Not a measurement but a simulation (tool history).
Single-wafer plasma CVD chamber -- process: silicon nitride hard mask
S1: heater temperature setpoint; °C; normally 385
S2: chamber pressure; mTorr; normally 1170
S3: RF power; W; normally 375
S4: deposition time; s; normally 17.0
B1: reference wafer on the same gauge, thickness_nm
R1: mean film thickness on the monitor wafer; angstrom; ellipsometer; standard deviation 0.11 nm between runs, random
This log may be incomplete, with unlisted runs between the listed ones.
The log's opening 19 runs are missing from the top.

run     day   S1    S2   S3    S4      B1      R1
 20  10.446  385  1170  375  17.0  19.300  195.71
     11.017  -- RF generator calibrated
 21  11.038  385  1240  375  18.3  19.306  215.90
 22  11.400  385  1170  375  18.0  19.312  208.00
 23  11.842  395  1320  435  20.3  19.311  257.05
 24  13.500  375  1170  375  17.0  19.295  199.81
 25  13.967  394  1170  375  17.0  19.285  195.88
 26  14.571  385  1170  375  19.1  19.295  219.04
 27  15.171  385  1170  375  17.0  19.307  198.74
 28  15.829  385  1170  305  17.0  19.302  179.56
 29  16.467  385  1250  375  15.9  19.305  187.43
 30  16.817  385  1170  375  17.0  19.297  197.95

Each row is a separate what-if for the run after 30, all from the same tool condition, not one after another. Results?
  A  16.833  385  1170  375  17.0   ?   ?
  B  16.833  395  1170  420  17.0   ?   ?
  C  16.833  400   910  345  15.0   ?   ?

run      B1      R1
  A  19.293  194.37
  B  19.293  203.58
  C  19.293  151.90
Without the tool's hidden state the same runs would have given:
run      R1
  A  194.37
  B  203.58
  C  151.90

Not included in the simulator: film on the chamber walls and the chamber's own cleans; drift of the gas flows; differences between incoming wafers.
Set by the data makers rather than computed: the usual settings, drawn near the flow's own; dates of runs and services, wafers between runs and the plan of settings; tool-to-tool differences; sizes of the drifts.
